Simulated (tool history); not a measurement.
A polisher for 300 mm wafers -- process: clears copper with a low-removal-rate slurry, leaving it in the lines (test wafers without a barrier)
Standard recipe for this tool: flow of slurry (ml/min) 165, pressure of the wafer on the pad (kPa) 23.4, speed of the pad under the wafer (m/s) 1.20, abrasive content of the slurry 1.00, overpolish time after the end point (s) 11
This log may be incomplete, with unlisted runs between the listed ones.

run	hour	flow of slurry (ml/min)	pressure of the wafer on the pad (kPa)	speed of the pad under the wafer (m/s)	abrasive content of the slurry	overpolish time after the end point (s)	wafers since the last listed run	wafers polished on this pad	hours since the slurry nozzle was cleaned	hours since the head pressure was calibrated	hours since the slurry blender was calibrated	incoming thickness of the incoming film, nm	time until the end point was called (s)	dishing of a wide line in a test structure (angstrom)
1	0.0	165	23.4	1.20	1.00	16	0	586	208.1	935.5	17.4	640.9	174.2	297
2	13.2	165	23.4	1.20	1.00	16	81	667	221.3	948.7	30.6	644.9	176.9	296
# hour 62.3: worn pad replaced by a new one
3	71.4	165	23.4	1.20	0.75	11	333	55	279.5	1006.9	88.8	639.9	188.8	215
4	88.8	165	23.4	1.20	0.75	11	107	163	296.9	1024.3	106.2	648.5	196.4	214
5	112.2	165	23.4	1.20	1.00	11	144	307	320.3	1047.7	129.6	651.2	186.5	224
# hour 118.0: slurry blender recalibrated
6	136.2	165	23.4	1.20	1.00	11	135	442	344.3	1071.7	18.2	648.4	177.7	234
7	179.9	165	23.4	1.20	1.00	11	269	711	388.0	1115.4	61.9	643.8	177.7	231
8	214.4	165	23.4	1.20	1.00	11	212	924	422.5	1149.9	96.4	633.1	175.0	222
9	232.3	140	23.4	1.20	1.00	11	110	1034	440.4	1167.8	114.3	651.2	189.6	216
# hour 233.6: slurry nozzle cleaned
# hour 277.6: worn pad replaced by a new one
# hour 298.5: slurry blender recalibrated
# hour 315.6: head pressure recalibrated
10	316.9	140	23.4	1.20	1.00	11	465	217	83.3	1.3	18.4	647.8	180.7	229
11	332.1	130	23.4	1.20	1.00	11	93	310	98.5	16.5	33.6	644.7	177.8	229
12	363.2	165	17.2	1.20	0.75	11	191	502	129.6	47.6	64.7	637.7	229.3	190
13	392.6	165	23.4	1.20	1.00	11	181	683	159.0	77.0	94.1	653.8	180.1	229
14	419.5	140	20.7	0.98	1.00	11	165	848	185.9	103.9	121.0	644.2	250.9	180
15	433.7	190	31.0	1.20	0.80	16	87	936	200.1	118.1	135.2	636.9	153.7	312
# hour 443.9: slurry blender recalibrated
# hour 465.9: worn pad replaced by a new one
16	466.4	165	23.4	1.20	1.00	11	164	2	232.8	150.8	22.5	635.9	173.4	234
17	499.5	165	23.4	1.20	1.00	11	203	206	265.9	183.9	55.6	634.4	174.8	233
18	527.9	165	19.3	1.52	1.00	9	174	381	294.3	212.3	84.0	647.9	165.7	215
19	551.1	165	19.3	1.20	0.90	7	142	524	317.5	235.5	107.2	643.9	213.3	140
20	572.1	115	23.4	1.20	1.00	11	129	653	338.5	256.5	128.2	644.5	196.1	219
# hour 583.2: slurry nozzle cleaned
21	596.1	165	23.4	1.20	1.00	11	141	795	12.9	280.5	152.2	652.0	196.0	215

Forecast each of these 4 alternatives for the next run:
A	596.6	165	23.4	1.20	1.00	11	3	798	13.4	281.0	152.7	641.5	?	?
B	596.6	130	23.4	1.20	0.75	11	3	798	13.4	281.0	152.7	641.5	?	?
C	596.6	165	23.4	1.20	0.85	11	3	798	13.4	281.0	152.7	641.5	?	?
D	596.6	165	23.4	1.20	1.00	4	3	798	13.4	281.0	152.7	641.5	?	?

run	time until the end point was called (s)	dishing of a wide line in a test structure (angstrom)
A	193.2	222
B	211.5	208
C	200.2	216
D	193.2	97
What these runs would have given with no unlogged condition in the tool:
run	time until the end point was called (s)	dishing of a wide line in a test structure (angstrom)
A	176.0	237
B	193.4	222
C	182.8	231
D	176.0	105
